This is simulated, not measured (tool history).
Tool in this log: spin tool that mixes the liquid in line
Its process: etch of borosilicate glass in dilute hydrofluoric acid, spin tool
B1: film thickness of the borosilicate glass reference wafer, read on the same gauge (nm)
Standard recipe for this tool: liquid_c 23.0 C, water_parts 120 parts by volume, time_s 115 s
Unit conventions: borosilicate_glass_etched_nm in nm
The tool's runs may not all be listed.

run 1 day=0.000 | liquid_c=23.0 water_parts=120 time_s=115 | B1=150.00 | borosilicate_glass_etched_nm=43.55
run 2 day=0.946 | liquid_c=23.0 water_parts=120 time_s=115 | B1=149.99 | borosilicate_glass_etched_nm=43.49
-- day=1.917 gauge calibrated
run 3 day=4.742 | liquid_c=23.0 water_parts=120 time_s=115 | B1=150.00 | borosilicate_glass_etched_nm=43.27
run 4 day=5.988 | liquid_c=23.0 water_parts=120 time_s=115 | B1=149.98 | borosilicate_glass_etched_nm=43.96
run 5 day=7.354 | liquid_c=23.0 water_parts=120 time_s=115 | B1=150.03 | borosilicate_glass_etched_nm=43.74
run 6 day=11.062 | liquid_c=23.0 water_parts=120 time_s=115 | B1=150.01 | borosilicate_glass_etched_nm=44.11
-- day=11.379 thermometer replaced
run 7 day=12.542 | liquid_c=23.0 water_parts=120 time_s=115 | B1=149.98 | borosilicate_glass_etched_nm=40.04
run 8 day=13.433 | liquid_c=23.0 water_parts=120 time_s=90 | B1=150.01 | borosilicate_glass_etched_nm=31.33
run 9 day=14.417 | liquid_c=23.0 water_parts=120 time_s=90 | B1=150.02 | borosilicate_glass_etched_nm=31.64
run 10 day=15.746 | liquid_c=23.0 water_parts=120 time_s=90 | B1=150.01 | borosilicate_glass_etched_nm=31.44
run 11 day=16.604 | liquid_c=23.0 water_parts=145 time_s=115 | B1=149.99 | borosilicate_glass_etched_nm=32.26
run 12 day=17.929 | liquid_c=23.0 water_parts=75 time_s=115 | B1=150.00 | borosilicate_glass_etched_nm=68.62
run 13 day=18.642 | liquid_c=23.0 water_parts=75 time_s=115 | B1=150.03 | borosilicate_glass_etched_nm=69.27
run 14 day=20.017 | liquid_c=23.0 water_parts=75 time_s=115 | B1=149.95 | borosilicate_glass_etched_nm=68.05
run 15 day=21.454 | liquid_c=23.0 water_parts=120 time_s=115 | B1=150.00 | borosilicate_glass_etched_nm=40.70
-- day=22.200 hydrofluoric acid flow meter replaced
run 16 day=22.333 | liquid_c=23.0 water_parts=85 time_s=175 | B1=150.03 | borosilicate_glass_etched_nm=90.38
run 17 day=23.404 | liquid_c=24.5 water_parts=160 time_s=160 | B1=149.98 | borosilicate_glass_etched_nm=42.18
run 18 day=24.667 | liquid_c=23.0 water_parts=105 time_s=55 | B1=150.02 | borosilicate_glass_etched_nm=22.66
run 19 day=25.658 | liquid_c=23.0 water_parts=120 time_s=115 | B1=149.97 | borosilicate_glass_etched_nm=40.51
run 20 day=26.267 | liquid_c=25.0 water_parts=120 time_s=115 | B1=150.07 | borosilicate_glass_etched_nm=43.63
run 21 day=27.167 | liquid_c=18.5 water_parts=70 time_s=155 | B1=149.98 | borosilicate_glass_etched_nm=83.48
run 22 day=28.625 | liquid_c=25.0 water_parts=120 time_s=90 | B1=150.01 | borosilicate_glass_etched_nm=34.73
run 23 day=29.775 | liquid_c=23.0 water_parts=120 time_s=115 | B1=149.96 | borosilicate_glass_etched_nm=40.79
run 24 day=30.838 | liquid_c=23.0 water_parts=100 time_s=115 | B1=150.01 | borosilicate_glass_etched_nm=50.30
-- day=30.862 gauge calibrated
run 25 day=31.550 | liquid_c=26.5 water_parts=80 time_s=115 | B1=150.05 | borosilicate_glass_etched_nm=73.97
run 26 day=32.983 | liquid_c=23.0 water_parts=120 time_s=145 | B1=150.02 | borosilicate_glass_etched_nm=51.30
run 27 day=34.471 | liquid_c=23.0 water_parts=120 time_s=160 | B1=149.96 | borosilicate_glass_etched_nm=56.32
run 28 day=35.196 | liquid_c=23.0 water_parts=170 time_s=180 | B1=149.98 | borosilicate_glass_etched_nm=41.95
run 29 day=36.083 | liquid_c=21.5 water_parts=75 time_s=115 | B1=150.03 | borosilicate_glass_etched_nm=65.48
run 30 day=36.583 | liquid_c=23.0 water_parts=85 time_s=45 | B1=149.98 | borosilicate_glass_etched_nm=23.42
run 31 day=37.679 | liquid_c=24.5 water_parts=60 time_s=60 | B1=150.02 | borosilicate_glass_etched_nm=48.95
run 32 day=39.167 | liquid_c=23.0 water_parts=120 time_s=115 | B1=149.97 | borosilicate_glass_etched_nm=41.14
run 33 day=40.058 | liquid_c=23.0 water_parts=140 time_s=115 | B1=150.03 | borosilicate_glass_etched_nm=34.51
run 34 day=41.179 | liquid_c=23.0 water_parts=120 time_s=115 | B1=149.98 | borosilicate_glass_etched_nm=41.49

The same runs without the tool's hidden state, with the same run-to-run variation:
What the log doesn't record here: liquid hotter than its thermometer reads (K); hydrofluoric acid flow below the setpoint (%); gauge reads high (%).
run=1 borosilicate_glass_etched_nm=39.63
run=2 borosilicate_glass_etched_nm=39.53
run=3 borosilicate_glass_etched_nm=39.19
run=4 borosilicate_glass_etched_nm=39.77
run=5 borosilicate_glass_etched_nm=39.51
run=6 borosilicate_glass_etched_nm=39.71
run=7 borosilicate_glass_etched_nm=39.73
run=8 borosilicate_glass_etched_nm=31.06
run=9 borosilicate_glass_etched_nm=31.33
run=10 borosilicate_glass_etched_nm=31.10
run=11 borosilicate_glass_etched_nm=31.89
run=12 borosilicate_glass_etched_nm=67.71
run=13 borosilicate_glass_etched_nm=68.29
run=14 borosilicate_glass_etched_nm=66.98
run=15 borosilicate_glass_etched_nm=40.03
run=16 borosilicate_glass_etched_nm=88.79
run=17 borosilicate_glass_etched_nm=41.44
run=18 borosilicate_glass_etched_nm=22.22
run=19 borosilicate_glass_etched_nm=39.67
run=20 borosilicate_glass_etched_nm=42.73
run=21 borosilicate_glass_etched_nm=81.52
run=22 borosilicate_glass_etched_nm=33.94
run=23 borosilicate_glass_etched_nm=39.80
run=24 borosilicate_glass_etched_nm=49.01
run=25 borosilicate_glass_etched_nm=72.05
run=26 borosilicate_glass_etched_nm=49.89
run=27 borosilicate_glass_etched_nm=54.69
run=28 borosilicate_glass_etched_nm=40.76
run=29 borosilicate_glass_etched_nm=63.38
run=30 borosilicate_glass_etched_nm=22.67
run=31 borosilicate_glass_etched_nm=47.35
run=32 borosilicate_glass_etched_nm=39.78
run=33 borosilicate_glass_etched_nm=33.36
run=34 borosilicate_glass_etched_nm=40.04

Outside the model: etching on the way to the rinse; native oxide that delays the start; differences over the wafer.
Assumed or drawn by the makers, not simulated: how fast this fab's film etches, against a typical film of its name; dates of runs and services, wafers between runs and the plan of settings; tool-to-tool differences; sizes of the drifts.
